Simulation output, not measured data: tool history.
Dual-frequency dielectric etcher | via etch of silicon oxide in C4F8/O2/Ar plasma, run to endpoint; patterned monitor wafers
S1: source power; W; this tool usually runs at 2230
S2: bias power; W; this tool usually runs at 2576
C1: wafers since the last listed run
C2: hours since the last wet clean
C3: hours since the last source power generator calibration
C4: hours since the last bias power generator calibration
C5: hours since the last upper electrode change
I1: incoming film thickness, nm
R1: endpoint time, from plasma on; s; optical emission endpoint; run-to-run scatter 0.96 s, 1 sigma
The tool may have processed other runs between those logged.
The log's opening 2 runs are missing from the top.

| run | day | S1 | S2 | C1 | C2 | C3 | C4 | C5 | I1 | R1 |
|---|---|---|---|---|---|---|---|---|---|---|
| 3 | 2.1 | 2230 | 2576 | 130 | 229.1 | 2055.1 | 3966.6 | 1773.2 | 845.3 | 148.1 |
| 4 | 2.925 | 2230 | 2576 | 113 | 248.9 | 2074.9 | 3986.4 | 1793 | 832.1 | 146.1 |
| 5 | 3.721 | 2480 | 2576 | 109 | 268 | 2094 | 4005.5 | 1812.1 | 832.5 | 140.9 |
| 6 | 4.925 | 1840 | 2576 | 166 | 296.9 | 2122.9 | 4034.4 | 1841 | 833.1 | 157.6 |
| 7 | 6.038 | 2230 | 2772 | 153 | 323.6 | 2149.6 | 4061.1 | 1867.7 | 826.8 | 139.9 |
| 8 | 7.079 | 2230 | 2772 | 143 | 348.6 | 2174.6 | 4086.1 | 1892.7 | 839.4 | 142.6 |
| 9 | 7.617 | 2230 | 2576 | 74 | 361.5 | 2187.5 | 4099 | 1905.6 | 831.9 | 142.8 |
| 10 | 8.954 | 2230 | 2576 | 184 | 393.6 | 2219.6 | 4131.1 | 1937.7 | 828 | 143.8 |
|  | 10.192 | wet clean of the chamber |
| 11 | 10.212 | 2230 | 2576 | 35 | 0.5 | 2249.8 | 4161.3 | 1967.9 | 835.1 | 152.5 |
| 12 | 10.442 | 2230 | 2576 | 31 | 6 | 2255.3 | 4166.8 | 1973.4 | 832.2 | 152.5 |
| 13 | 11.062 | 2230 | 2576 | 85 | 20.9 | 2270.2 | 4181.7 | 1988.3 | 834.1 | 152.3 |
| 14 | 12.362 | 2230 | 2576 | 179 | 52.1 | 2301.4 | 4212.9 | 2019.5 | 833.2 | 152.1 |
|  | 12.858 | source power generator calibrated |
| 15 | 13.054 | 2230 | 2145 | 72 | 68.7 | 4.7 | 4229.5 | 2036.1 | 828.2 | 159.5 |
| 16 | 13.871 | 2000 | 2876 | 112 | 88.3 | 24.3 | 4249.1 | 2055.7 | 844.9 | 152.9 |
| 17 | 14.479 | 1920 | 2275 | 84 | 102.9 | 38.9 | 4263.7 | 2070.3 | 837.9 | 171.3 |
| 18 | 15.679 | 2560 | 2576 | 165 | 131.7 | 67.7 | 4292.5 | 2099.1 | 835.2 | 143.2 |

Predict the results of run 19:
| 19 | 16.888 | 2700 | 2366 | 166 | 160.7 | 96.7 | 4321.5 | 2128.1 | 842.6 | ? |

Run 19 yielded R1 143.8 s.
Without the tool's hidden state the same run would have given R1 145.7 s.

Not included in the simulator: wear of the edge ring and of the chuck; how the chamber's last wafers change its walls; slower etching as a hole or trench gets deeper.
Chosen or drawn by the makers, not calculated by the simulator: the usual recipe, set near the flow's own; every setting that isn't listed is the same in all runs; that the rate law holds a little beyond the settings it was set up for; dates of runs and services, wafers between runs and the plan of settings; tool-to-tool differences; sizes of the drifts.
